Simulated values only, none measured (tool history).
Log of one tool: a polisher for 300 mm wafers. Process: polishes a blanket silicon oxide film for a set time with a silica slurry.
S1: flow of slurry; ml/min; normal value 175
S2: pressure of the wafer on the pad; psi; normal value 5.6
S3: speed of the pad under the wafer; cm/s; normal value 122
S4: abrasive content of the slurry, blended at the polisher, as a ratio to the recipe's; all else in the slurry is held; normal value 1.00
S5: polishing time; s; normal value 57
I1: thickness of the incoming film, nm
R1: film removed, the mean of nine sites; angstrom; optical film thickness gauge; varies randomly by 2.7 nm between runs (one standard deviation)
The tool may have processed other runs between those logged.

run 1 hour=0.0 | S1=175 S2=5.6 S3=136 S4=1.00 S5=57 | I1=1878.0 | R1=2862
run 2 hour=17.7 | S1=175 S2=5.6 S3=136 S4=1.00 S5=57 | I1=1892.4 | R1=2917
run 3 hour=30.0 | S1=175 S2=5.6 S3=136 S4=1.00 S5=57 | I1=1888.4 | R1=2838
-- hour=52.2 slurry blender recalibrated
-- hour=89.6 worn pad replaced by a new one
-- hour=110.5 slurry nozzle cleaned
run 4 hour=121.2 | S1=175 S2=4.2 S3=122 S4=1.00 S5=57 | I1=1890.7 | R1=2118
run 5 hour=191.2 | S1=175 S2=4.2 S3=122 S4=1.00 S5=57 | I1=1895.4 | R1=2045
-- hour=206.6 slurry blender recalibrated
run 6 hour=226.9 | S1=175 S2=4.2 S3=122 S4=1.00 S5=57 | I1=1902.3 | R1=2038
-- hour=254.5 worn pad replaced by a new one
-- hour=254.7 head pressure recalibrated
run 7 hour=255.0 | S1=175 S2=5.6 S3=122 S4=1.15 S5=57 | I1=1901.8 | R1=2962
run 8 hour=267.6 | S1=175 S2=5.6 S3=122 S4=1.15 S5=57 | I1=1934.1 | R1=2965
run 9 hour=291.9 | S1=175 S2=5.6 S3=122 S4=1.00 S5=57 | I1=1869.8 | R1=2817
run 10 hour=320.0 | S1=230 S2=5.6 S3=122 S4=1.10 S5=67 | I1=1877.0 | R1=3466
run 11 hour=337.6 | S1=175 S2=5.6 S3=122 S4=1.00 S5=57 | I1=1907.4 | R1=2759
-- hour=338.9 slurry nozzle cleaned
-- hour=342.3 conditioning disc replaced and pad reconditioned
run 12 hour=361.8 | S1=215 S2=5.6 S3=122 S4=1.00 S5=57 | I1=1876.0 | R1=2778
run 13 hour=378.2 | S1=175 S2=5.6 S3=122 S4=1.00 S5=57 | I1=1880.9 | R1=2743
-- hour=400.5 slurry blender recalibrated
run 14 hour=405.1 | S1=145 S2=6.5 S3=122 S4=1.00 S5=57 | I1=1899.4 | R1=3037
-- hour=409.6 worn pad replaced by a new one
run 15 hour=440.8 | S1=175 S2=6.9 S3=122 S4=1.00 S5=57 | I1=1883.4 | R1=3404
run 16 hour=466.6 | S1=175 S2=5.6 S3=122 S4=1.00 S5=57 | I1=1895.7 | R1=2787

What does the tool deliver on the next run?
run 17 hour=500.2 | S1=225 S2=5.6 S3=136 S4=1.00 S5=57 | I1=1928.5 | R1=?

{"run 17": {"R1": 3011}}
Take away the tool's hidden state, keep the run-to-run variation as it was, and the same run would have given R1 3141 angstrom.
